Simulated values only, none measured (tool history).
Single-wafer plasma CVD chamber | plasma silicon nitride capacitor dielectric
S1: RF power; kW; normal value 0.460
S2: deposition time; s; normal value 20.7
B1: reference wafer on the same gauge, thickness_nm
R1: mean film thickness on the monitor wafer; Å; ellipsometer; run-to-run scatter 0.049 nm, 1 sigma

Run 1, hour 0.0: usual settings; B1 34.082. Result: R1 286.24 Å.
Run 2, hour 10.5: usual settings; B1 34.081. Result: R1 286.04 Å.
Run 3, hour 25.1: usual settings; B1 34.083. Result: R1 286.35 Å.
Run 4, hour 37.6: usual settings; B1 34.081. Result: R1 286.99 Å.
Run 5, hour 45.2: usual settings but S1 0.415 kW; B1 34.095. Result: R1 271.98 Å.
Run 6, hour 57.6: usual settings but S1 0.415 kW; B1 34.090. Result: R1 272.62 Å.
At hour 72.9: gauge calibrated.
At hour 107.5: RF generator calibrated.
Run 7, hour 108.5: usual settings; B1 34.102. Result: R1 297.14 Å.
Run 8, hour 119.0: usual settings; B1 34.108. Result: R1 297.07 Å.
Run 9, hour 135.1: usual settings; B1 34.114. Result: R1 296.53 Å.
Run 10, hour 148.6: usual settings but S1 0.485 kW, S2 24.0 s; B1 34.108. Result: R1 352.83 Å.
Run 11, hour 159.5: usual settings; B1 34.111. Result: R1 296.36 Å.
At hour 170.9: showerhead replaced.
Run 12, hour 174.1: usual settings; B1 34.096. Result: R1 295.75 Å.
Run 13, hour 182.4: usual settings but S1 0.510 kW; B1 34.110. Result: R1 309.51 Å.
Run 14, hour 198.8: usual settings but S2 17.3 s; B1 34.100. Result: R1 245.97 Å.
Run 15, hour 212.4: usual settings; B1 34.115. Result: R1 294.65 Å.
Run 16, hour 219.2: usual settings but S1 0.370 kW; B1 34.100. Result: R1 265.69 Å.
Run 17, hour 226.8: usual settings but S1 0.540 kW, S2 18.0 s; B1 34.107. Result: R1 274.92 Å.
Run 18, hour 239.6: usual settings but S1 0.495 kW; B1 34.111. Result: R1 304.40 Å.

4 ways to go on from here, each from the tool as it stands after run 18. What would each give?
Run A, hour 240.0: usual settings; B1 ?. Result: R1 ?.
Run B, hour 240.0: usual settings but S1 0.410 kW, S2 22.3 s; B1 ?. Result: R1 ?.
Run C, hour 240.0: usual settings but S1 0.435 kW, S2 17.2 s; B1 ?. Result: R1 ?.
Run D, hour 240.0: usual settings but S2 22.3 s; B1 ?. Result: R1 ?.

run      B1      R1
  A  34.099  294.56
  B  34.099  300.35
  C  34.099  238.42
  D  34.099  317.33
Without the tool's hidden state the same runs would have given:
run      R1
  A  298.24
  B  304.10
  C  241.40
  D  321.30
